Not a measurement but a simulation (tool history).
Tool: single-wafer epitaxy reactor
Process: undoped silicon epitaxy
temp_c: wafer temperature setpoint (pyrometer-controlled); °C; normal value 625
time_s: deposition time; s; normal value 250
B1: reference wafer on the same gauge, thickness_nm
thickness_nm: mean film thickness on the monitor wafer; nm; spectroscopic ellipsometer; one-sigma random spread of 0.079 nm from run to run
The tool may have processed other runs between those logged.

run 1 day=0.000 | temp_c=619 time_s=250 | B1=23.395 | thickness_nm=22.158
run 2 day=0.396 | temp_c=619 time_s=250 | B1=23.389 | thickness_nm=21.950
run 3 day=1.942 | temp_c=625 time_s=250 | B1=23.397 | thickness_nm=24.935
run 4 day=2.362 | temp_c=625 time_s=250 | B1=23.415 | thickness_nm=24.849
run 5 day=2.846 | temp_c=625 time_s=218 | B1=23.403 | thickness_nm=21.720
run 6 day=3.538 | temp_c=625 time_s=218 | B1=23.376 | thickness_nm=21.573
run 7 day=3.983 | temp_c=625 time_s=218 | B1=23.389 | thickness_nm=21.825
run 8 day=4.388 | temp_c=625 time_s=250 | B1=23.384 | thickness_nm=24.994
-- day=5.258 pyrometer calibrated
run 9 day=5.279 | temp_c=625 time_s=250 | B1=23.419 | thickness_nm=21.790
run 10 day=5.658 | temp_c=625 time_s=250 | B1=23.417 | thickness_nm=21.691
run 11 day=6.092 | temp_c=625 time_s=250 | B1=23.417 | thickness_nm=21.769
run 12 day=6.588 | temp_c=625 time_s=250 | B1=23.394 | thickness_nm=21.807
run 13 day=6.962 | temp_c=625 time_s=250 | B1=23.403 | thickness_nm=21.684
run 14 day=7.271 | temp_c=625 time_s=250 | B1=23.389 | thickness_nm=21.852
run 15 day=7.667 | temp_c=617 time_s=279 | B1=23.411 | thickness_nm=20.592
run 16 day=8.383 | temp_c=638 time_s=296 | B1=23.379 | thickness_nm=33.557
run 17 day=8.925 | temp_c=612 time_s=250 | B1=23.381 | thickness_nm=16.820
-- day=8.950 gauge calibrated
run 18 day=9.350 | temp_c=637 time_s=266 | B1=23.410 | thickness_nm=29.623
run 19 day=10.450 | temp_c=625 time_s=250 | B1=23.382 | thickness_nm=22.016
run 20 day=10.725 | temp_c=613 time_s=271 | B1=23.373 | thickness_nm=18.627
run 21 day=11.208 | temp_c=610 time_s=288 | B1=23.383 | thickness_nm=18.739
run 22 day=11.592 | temp_c=625 time_s=250 | B1=23.403 | thickness_nm=22.045
run 23 day=12.058 | temp_c=639 time_s=274 | B1=23.385 | thickness_nm=32.109
run 24 day=12.471 | temp_c=637 time_s=250 | B1=23.375 | thickness_nm=28.151
run 25 day=13.025 | temp_c=621 time_s=272 | B1=23.416 | thickness_nm=22.153
run 26 day=13.425 | temp_c=630 time_s=201 | B1=23.412 | thickness_nm=19.755
run 27 day=13.996 | temp_c=636 time_s=280 | B1=23.394 | thickness_nm=30.932
run 28 day=14.671 | temp_c=612 time_s=233 | B1=23.410 | thickness_nm=15.886

Below are 5 alternative next runs, each starting from the tool's condition after run 28. Predict each:
run A day=14.692 | temp_c=634 time_s=250 | B1=? | thickness_nm=?
run B day=14.692 | temp_c=639 time_s=299 | B1=? | thickness_nm=?
run C day=14.692 | temp_c=634 time_s=283 | B1=? | thickness_nm=?
run D day=14.692 | temp_c=615 time_s=267 | B1=? | thickness_nm=?
run E day=14.692 | temp_c=625 time_s=284 | B1=? | thickness_nm=?

run=A B1=23.404 thickness_nm=26.675
run=B B1=23.404 thickness_nm=35.222
run=C B1=23.404 thickness_nm=30.196
run=D B1=23.404 thickness_nm=19.387
run=E B1=23.404 thickness_nm=25.297
Take away the tool's hidden state, keep each run's random variation, and the runs would have read:
run=A thickness_nm=26.434
run=B thickness_nm=34.906
run=C thickness_nm=29.923
run=D thickness_nm=19.205
run=E thickness_nm=25.065
